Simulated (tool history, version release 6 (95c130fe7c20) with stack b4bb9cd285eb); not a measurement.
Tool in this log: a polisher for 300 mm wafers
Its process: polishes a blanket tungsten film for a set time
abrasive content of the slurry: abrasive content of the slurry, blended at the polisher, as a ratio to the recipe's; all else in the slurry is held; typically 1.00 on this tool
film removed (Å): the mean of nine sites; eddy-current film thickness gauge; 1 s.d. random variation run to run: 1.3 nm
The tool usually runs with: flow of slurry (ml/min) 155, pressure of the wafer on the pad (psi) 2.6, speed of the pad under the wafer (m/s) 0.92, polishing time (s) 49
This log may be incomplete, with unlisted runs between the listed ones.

run,hour,flow of slurry (ml/min),pressure of the wafer on the pad (psi),speed of the pad under the wafer (m/s),abrasive content of the slurry,polishing time (s),"incoming thickness of the incoming film, nm",film removed (Å)
1,0.0,155,2.6,0.92,1.20,49,813.7,1296
2,31.4,155,2.6,0.92,1.00,49,794.9,1205
3,86.9,155,2.6,0.92,1.00,49,789.9,1214
4,135.8,155,2.6,0.92,1.00,49,803.1,1180
5,180.6,155,2.6,0.92,0.80,49,793.2,1076
# hour 200.5: slurry nozzle cleaned
6,208.0,155,2.6,0.92,0.80,49,806.4,1066
7,242.1,155,2.6,0.92,1.00,49,798.3,1187
8,305.2,155,1.8,0.92,1.00,33,799.8,549
# hour 318.9: worn pad replaced by a new one
# hour 327.4: slurry blender recalibrated
9,358.7,205,2.2,1.12,1.00,56,809.5,1463
10,408.5,155,2.6,0.92,1.00,49,797.6,1173
# hour 460.4: slurry tank refilled with fresh slurry and peroxide
11,624.0,190,2.6,0.66,1.20,49,804.4,949
# hour 633.8: slurry nozzle cleaned
12,663.5,155,2.6,0.92,1.00,49,799.6,1200
# hour 696.2: worn pad replaced by a new one
13,728.1,155,2.6,0.92,1.00,49,793.6,1170
# hour 736.2: slurry blender recalibrated
14,774.5,140,2.6,0.92,1.00,41,801.6,971
15,824.4,155,2.6,0.92,1.00,49,793.9,1211
16,895.7,155,2.6,0.76,1.00,49,799.4,978
# hour 905.6: slurry tank refilled with fresh slurry and peroxide
# hour 906.1: head pressure recalibrated
17,924.1,155,2.6,0.70,1.15,64,792.6,1227
18,960.1,155,3.0,1.08,1.00,49,808.7,1608
# hour 997.8: slurry nozzle cleaned
19,1026.2,155,2.6,0.92,1.00,49,795.3,1207
# hour 1072.3: worn pad replaced by a new one
20,1078.1,155,3.1,0.92,0.70,44,799.7,1087
21,1138.0,185,2.6,0.92,1.00,33,795.9,831
# hour 1161.9: slurry blender recalibrated
22,1184.7,155,3.2,1.06,1.00,49,794.1,1683
23,1209.7,135,2.6,1.10,1.00,54,806.2,1562
# hour 1325.7: slurry tank refilled with fresh slurry and peroxide
24,1357.1,155,3.3,0.76,0.85,49,803.2,1184
25,1420.0,155,2.6,0.92,1.00,61,799.3,1472
# hour 1440.1: slurry nozzle cleaned
26,1468.5,155,2.6,0.92,1.00,49,813.3,1178

Below are 4 alternative next runs, each starting from the tool's condition after run 26. Predict each:
A,1468.9,155,2.6,0.92,1.00,49,814.8,?
B,1468.9,155,2.0,1.10,1.00,49,814.8,?
C,1468.9,155,2.0,0.92,1.00,49,814.8,?
D,1468.9,125,2.6,0.72,1.00,49,814.8,?

run,film removed (Å)
A,1186
B,1091
C,912
D,887
The same runs, with their run-to-run variation unchanged, on a tool lacking any hidden condition would have given:
run,film removed (Å)
A,1186
B,1091
C,912
D,887
